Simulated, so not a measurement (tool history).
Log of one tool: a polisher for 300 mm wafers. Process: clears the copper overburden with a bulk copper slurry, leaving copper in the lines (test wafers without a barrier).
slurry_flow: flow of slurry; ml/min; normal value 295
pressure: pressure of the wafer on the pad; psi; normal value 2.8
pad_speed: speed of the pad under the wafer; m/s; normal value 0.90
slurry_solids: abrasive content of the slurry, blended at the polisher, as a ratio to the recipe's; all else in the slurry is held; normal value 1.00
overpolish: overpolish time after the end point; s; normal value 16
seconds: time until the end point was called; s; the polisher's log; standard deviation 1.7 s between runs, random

run   hour  slurry_flow  pressure  pad_speed  slurry_solids  overpolish  wafers since the last listed run  wafers polished on this pad  hours since the slurry nozzle was cleaned  hours since the head pressure was calibrated  hours since the slurry blender was calibrated  incoming thickness of the incoming film, nm  seconds
  1    0.0          235       2.8       0.90           1.10          16                                 0                          437                                      383.9                                         478.4                                          249.7                                        914.4    108.7
  2    9.2          295       2.8       0.90           1.00          16                                87                          525                                      393.1                                         487.6                                          258.9                                        933.5    106.1
  3   16.8          295       2.8       0.90           1.00          16                                72                          597                                      400.7                                         495.2                                          266.5                                        907.9    103.9
  4   28.2          295       2.8       0.90           1.00          16                               108                          705                                      412.1                                         506.6                                          277.9                                        923.9    108.4
  5   38.0          295       2.8       0.90           1.00          16                                93                          799                                      421.9                                         516.4                                          287.7                                        919.1    108.6
  6   45.0          295       2.8       0.90           1.00          16                                66                          865                                      428.9                                         523.4                                          294.7                                        915.7    110.7
  7   58.9          295       2.8       0.90           1.00          16                               132                          997                                      442.8                                         537.3                                          308.6                                        914.8    108.1
  8   67.4          365       3.4       0.78           1.00          25                                80                         1078                                      451.3                                         545.8                                          317.1                                        918.0    102.4
      74.4  -- slurry nozzle cleaned
      75.1  -- slurry blender recalibrated
  9   75.6          295       2.8       0.90           1.00          22                                61                         1140                                        1.2                                         554.0                                            0.5                                        907.7    111.4
      86.2  -- worn pad replaced by a new one
 10   86.9          380       2.8       0.62           1.00          23                                69                            6                                       12.5                                         565.3                                           11.8                                        919.7    142.2
      97.3  -- head pressure recalibrated
 11   97.8          295       3.1       0.90           1.00          10                                84                           90                                       23.4                                           0.5                                           22.7                                        928.7     95.8
 12  113.0          295       2.8       0.90           1.00          16                               144                          235                                       38.6                                          15.7                                           37.9                                        924.4    105.6
 13  127.5          330       2.8       0.90           0.70          25                               137                          373                                       53.1                                          30.2                                           52.4                                        903.2    108.9
 14  157.2          395       3.4       0.90           1.00          20                               282                          655                                       82.8                                          59.9                                           82.1                                        933.6     87.9
 15  164.1          295       3.1       0.90           1.15          25                                65                          720                                       89.7                                          66.8                                           89.0                                        933.0     95.8

Forecast each of these 3 alternatives for the next run:
  A  164.6          250       2.8       0.90           1.00          16                                 4                          725                                       90.2                                          67.3                                           89.5                                        929.4        ?
  B  164.6          295       2.3       1.12           0.90          16                                 4                          725                                       90.2                                          67.3                                           89.5                                        929.4        ?
  C  164.6          220       2.8       0.62           1.00          23                                 4                          725                                       90.2                                          67.3                                           89.5                                        929.4        ?

run  seconds
  A    110.1
  B    110.4
  C    154.9
Without the tool's unlogged condition, the same runs would have read:
run  seconds
  A    106.4
  B    106.7
  C    149.7
